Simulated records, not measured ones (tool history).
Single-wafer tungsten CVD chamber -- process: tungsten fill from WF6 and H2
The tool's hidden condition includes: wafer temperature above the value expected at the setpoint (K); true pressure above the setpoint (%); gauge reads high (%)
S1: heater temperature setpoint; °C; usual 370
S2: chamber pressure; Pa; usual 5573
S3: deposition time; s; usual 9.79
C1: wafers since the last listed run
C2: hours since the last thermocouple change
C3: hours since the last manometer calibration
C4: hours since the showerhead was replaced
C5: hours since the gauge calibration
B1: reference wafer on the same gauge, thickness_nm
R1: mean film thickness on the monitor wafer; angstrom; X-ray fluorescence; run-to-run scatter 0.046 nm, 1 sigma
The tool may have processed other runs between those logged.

{"run": 1, "hour": 0.0, "S1": 370, "S2": 5573, "S3": 11.1, "C1": 0, "C2": 1323.4, "C3": 1963.8, "C4": 7330.2, "C5": 42.1, "B1": 17.889, "R1": 203.74}
{"run": 2, "hour": 21.8, "S1": 370, "S2": 5573, "S3": 11.1, "C1": 441, "C2": 1345.2, "C3": 1985.6, "C4": 7352.0, "C5": 63.9, "B1": 17.89, "R1": 204.34}
{"run": 3, "hour": 38.7, "S1": 380, "S2": 5573, "S3": 9.79, "C1": 342, "C2": 1362.1, "C3": 2002.5, "C4": 7368.9, "C5": 80.8, "B1": 17.886, "R1": 226.09}
{"run": 4, "hour": 61.6, "S1": 380, "S2": 5573, "S3": 9.79, "C1": 463, "C2": 1385.0, "C3": 2025.4, "C4": 7391.8, "C5": 103.7, "B1": 17.892, "R1": 226.55}
{"run": 5, "hour": 86.8, "S1": 380, "S2": 5573, "S3": 9.79, "C1": 510, "C2": 1410.2, "C3": 2050.6, "C4": 7417.0, "C5": 128.9, "B1": 17.888, "R1": 226.08}
{"run": 6, "hour": 107.8, "S1": 370, "S2": 5573, "S3": 8.76, "C1": 425, "C2": 1431.2, "C3": 2071.6, "C4": 7438.0, "C5": 149.9, "B1": 17.9, "R1": 162.38}
{"run": 7, "hour": 132.9, "S1": 370, "S2": 5573, "S3": 8.76, "C1": 508, "C2": 1456.3, "C3": 2096.7, "C4": 7463.1, "C5": 175.0, "B1": 17.907, "R1": 162.93}
{"hour": 164.7, "done": "capacitance manometer re-zeroed and calibrated"}
{"run": 8, "hour": 183.4, "S1": 370, "S2": 5573, "S3": 9.79, "C1": 861, "C2": 1506.8, "C3": 18.7, "C4": 7513.6, "C5": 225.5, "B1": 17.907, "R1": 172.87}
{"run": 9, "hour": 206.8, "S1": 363, "S2": 5573, "S3": 9.79, "C1": 474, "C2": 1530.2, "C3": 42.1, "C4": 7537.0, "C5": 248.9, "B1": 17.909, "R1": 147.02}
{"run": 10, "hour": 224.1, "S1": 370, "S2": 5573, "S3": 8.92, "C1": 350, "C2": 1547.5, "C3": 59.4, "C4": 7554.3, "C5": 266.2, "B1": 17.891, "R1": 157.71}
{"run": 11, "hour": 251.9, "S1": 370, "S2": 5573, "S3": 10.8, "C1": 563, "C2": 1575.3, "C3": 87.2, "C4": 7582.1, "C5": 294.0, "B1": 17.903, "R1": 189.91}
{"run": 12, "hour": 281.9, "S1": 363, "S2": 6239, "S3": 9.79, "C1": 607, "C2": 1605.3, "C3": 117.2, "C4": 7612.1, "C5": 324.0, "B1": 17.912, "R1": 158.98}
{"run": 13, "hour": 313.3, "S1": 382, "S2": 6786, "S3": 8.38, "C1": 636, "C2": 1636.7, "C3": 148.6, "C4": 7643.5, "C5": 355.4, "B1": 17.909, "R1": 218.77}
{"run": 14, "hour": 339.8, "S1": 370, "S2": 5959, "S3": 8.6, "C1": 536, "C2": 1663.2, "C3": 175.1, "C4": 7670.0, "C5": 381.9, "B1": 17.901, "R1": 158.76}
{"hour": 360.0, "done": "thermocouple changed; heater temperature recalibrated"}
{"run": 15, "hour": 362.8, "S1": 370, "S2": 5573, "S3": 9.79, "C1": 303, "C2": 2.8, "C3": 198.1, "C4": 7693.0, "C5": 404.9, "B1": 17.903, "R1": 163.71}
{"run": 16, "hour": 383.4, "S1": 370, "S2": 6053, "S3": 8.57, "C1": 417, "C2": 23.4, "C3": 218.7, "C4": 7713.6, "C5": 425.5, "B1": 17.906, "R1": 151.66}
{"hour": 385.0, "done": "gauge calibrated"}
{"hour": 408.6, "done": "showerhead replaced"}
{"run": 17, "hour": 414.6, "S1": 365, "S2": 4840, "S3": 10.75, "C1": 470, "C2": 54.6, "C3": 249.9, "C4": 6.0, "C5": 29.6, "B1": 17.899, "R1": 145.08}
{"run": 18, "hour": 431.0, "S1": 370, "S2": 4986, "S3": 9.79, "C1": 332, "C2": 71.0, "C3": 266.3, "C4": 22.4, "C5": 46.0, "B1": 17.895, "R1": 152.01}
{"run": 19, "hour": 483.5, "S1": 370, "S2": 4986, "S3": 9.79, "C1": 1063, "C2": 123.5, "C3": 318.8, "C4": 74.9, "C5": 98.5, "B1": 17.891, "R1": 152.77}
{"run": 20, "hour": 508.6, "S1": 370, "S2": 6466, "S3": 11.72, "C1": 508, "C2": 148.6, "C3": 343.9, "C4": 100.0, "C5": 123.6, "B1": 17.909, "R1": 217.33}
{"run": 21, "hour": 526.6, "S1": 363, "S2": 4906, "S3": 8.42, "C1": 364, "C2": 166.6, "C3": 361.9, "C4": 118.0, "C5": 141.6, "B1": 17.898, "R1": 110.74}

Branching from run 21: 5 alternative next runs. What would each branch give?
{"run": "A", "hour": 527.0, "S1": 370, "S2": 5573, "S3": 11.22, "C1": 8, "C2": 167.0, "C3": 362.3, "C4": 118.4, "C5": 142.0, "B1": "?", "R1": "?"}
{"run": "B", "hour": 527.0, "S1": 370, "S2": 4640, "S3": 11.2, "C1": 8, "C2": 167.0, "C3": 362.3, "C4": 118.4, "C5": 142.0, "B1": "?", "R1": "?"}
{"run": "C", "hour": 527.0, "S1": 363, "S2": 5573, "S3": 7.84, "C1": 8, "C2": 167.0, "C3": 362.3, "C4": 118.4, "C5": 142.0, "B1": "?", "R1": "?"}
{"run": "D", "hour": 527.0, "S1": 362, "S2": 5573, "S3": 7.83, "C1": 8, "C2": 167.0, "C3": 362.3, "C4": 118.4, "C5": 142.0, "B1": "?", "R1": "?"}
{"run": "E", "hour": 527.0, "S1": 361, "S2": 5573, "S3": 9.79, "C1": 8, "C2": 167.0, "C3": 362.3, "C4": 118.4, "C5": 142.0, "B1": "?", "R1": "?"}

run=A B1=17.902 R1=190.61
run=B B1=17.902 R1=167.10
run=C B1=17.902 R1=113.10
run=D B1=17.902 R1=110.33
run=E B1=17.902 R1=134.85
Stripped of hidden state, with their random variation kept, the same runs would have yielded:
run=A R1=188.37
run=B R1=165.11
run=C R1=111.75
run=D R1=109.01
run=E R1=133.23
